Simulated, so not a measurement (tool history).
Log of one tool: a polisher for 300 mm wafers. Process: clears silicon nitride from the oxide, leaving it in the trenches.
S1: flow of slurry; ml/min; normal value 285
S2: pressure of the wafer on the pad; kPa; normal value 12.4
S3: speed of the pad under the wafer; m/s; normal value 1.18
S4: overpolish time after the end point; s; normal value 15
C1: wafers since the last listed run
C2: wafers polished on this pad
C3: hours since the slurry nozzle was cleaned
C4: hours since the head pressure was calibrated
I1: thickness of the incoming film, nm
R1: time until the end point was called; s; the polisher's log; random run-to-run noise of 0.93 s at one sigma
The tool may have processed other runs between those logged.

run      day   S1    S2    S3  S4    C1    C2     C3     C4    I1     R1
  1        0  285  12.4  0.84  15     0  4275  276.1  863.7  65.1  145.3
  2    3.804  250  12.4  1.18  15   893  5169  367.4    955  65.7  104.7
       5.258  -- head pressure recalibrated
       5.383  -- worn pad replaced by a new one
  3    6.517  250  12.4  1.18  15   588   266  432.5   30.2  64.8  102.8
      16.538  -- slurry nozzle cleaned
  4   17.458  285  12.4  1.18  15  2561  2827   22.1  292.8  65.9  103.7
  5   20.929  285  12.4  1.18  15   815  3643  105.4  376.1  65.7  104.4
  6   24.258  285  12.4  1.18  15   782  4425  185.3    456  65.7  104.7
  7   28.542  285  15.2  0.86  15  1006  5431  288.1  558.8  63.9  117.7
  8   30.579  285  15.2  0.86  15   478  5910    337  607.7  65.1  119.6
      33.433  -- worn pad replaced by a new one
  9   34.625  285  15.2  0.86  15   911   279  434.1  704.8  66.2  123.8
 10   36.629  285  12.4  1.18  11   470   750  482.2  752.9  63.7    102
 11   40.771  285  12.4  1.18  15   973  1723  581.6  852.3  66.2    104
      41.221  -- slurry nozzle cleaned
 12   45.254  285  12.4  1.18  15  1043  2767   96.8  959.9  65.5  103.5
      47.975  -- head pressure recalibrated
 13   47.996  245  12.4  1.18  15   624  3392  162.6    0.5  65.7  104.9
 14     50.7  245  12.4  1.18  15   635  4027  227.5   65.4  64.7  105.5
 15   53.067  245  12.4  1.18  15   556  4583  284.3  122.2  66.3  107.3
 16   55.246  285  12.4   1.5  15   512  5095  336.6  174.5  65.3   81.6
 17   58.396  345   8.3  1.38  15   740  5835  412.2  250.1  65.2  121.7
 18   61.433  285  14.5  1.18  22   713  6549  485.1    323  65.5   89.5
      63.992  -- worn pad replaced by a new one
 19   65.267  190  13.8   1.6  15   861   300  577.1    415  64.4   71.1
 20   67.017  285  15.2  0.86  15   411   711  619.1    457  66.2  119.2
      69.617  -- slurry nozzle cleaned
 21   70.008  230    11  1.18  15   693  1404    9.4  528.8  64.2  113.9
 22   71.512  190  13.8   1.6  15   353  1757   45.5  564.9  64.2     72
 23   75.104  285  15.2  1.18   7   843  2601  131.7  651.1    65   88.1
 24   76.638  325  16.5  0.82  22   360  2961  168.5  687.9  65.1  114.8
 25   78.467  285  12.4  1.18  15   429  3391  212.4  731.8  65.8    105
 26   81.862  285  12.4  1.36  15   797  4189  293.9  813.3  65.3   91.4
 27    84.95  220  12.4  1.06  15   725  4914    368  887.4  65.7  118.5
      87.429  -- head pressure recalibrated
      89.438  -- worn pad replaced by a new one
 28   91.783  195   8.3  1.58   9  1546   551    532  104.5  65.8  111.8
 29   94.625  220   9.7  1.58  11   667  1218  600.2  172.7  65.5   99.1
      96.542  -- slurry nozzle cleaned
 30   96.708  285  12.4  1.18   8   479  1698      4  222.7  64.4  100.9
 31  104.112  285  10.3  1.18  24  1739  3438  181.7  400.4  64.2  117.9
 32  107.258  310  15.2  0.98  22   739  4177  257.2  475.9  65.4  104.9
 33  111.579  350  12.4  1.18  15  1015  5192  360.9  579.6  66.2  102.1
 34  115.475  350  12.4  1.04  15   915  6107  454.4  673.1  64.6  114.1
     118.296  -- worn pad replaced by a new one
 35  118.904  285  12.4  1.18  15   766   142  536.7  755.4  64.5  102.4
 36  121.112  285   9.7  1.58  15   518   661  589.7  808.4  64.6   94.5
     124.404  -- head pressure recalibrated
 37  124.679  285  12.4  0.76  15   818  1480  675.3    6.6  65.4    159

What if the next run were any one of these 3? Each begins from the tool's condition after run 37:
  A  124.7  285  12.4  1.18  15   4  1485  675.8  7.1  64.2   ?
  B  124.7  285  14.5  1.18  15   4  1485  675.8  7.1  64.2   ?
  C  124.7  240  13.8  1.36   9   4  1485  675.8  7.1  64.2   ?

run    R1
  A  99.7
  B  87.4
  C  80.2
What these runs would have given with no unlogged condition in the tool:
run    R1
  A  99.7
  B  87.4
  C  80.2
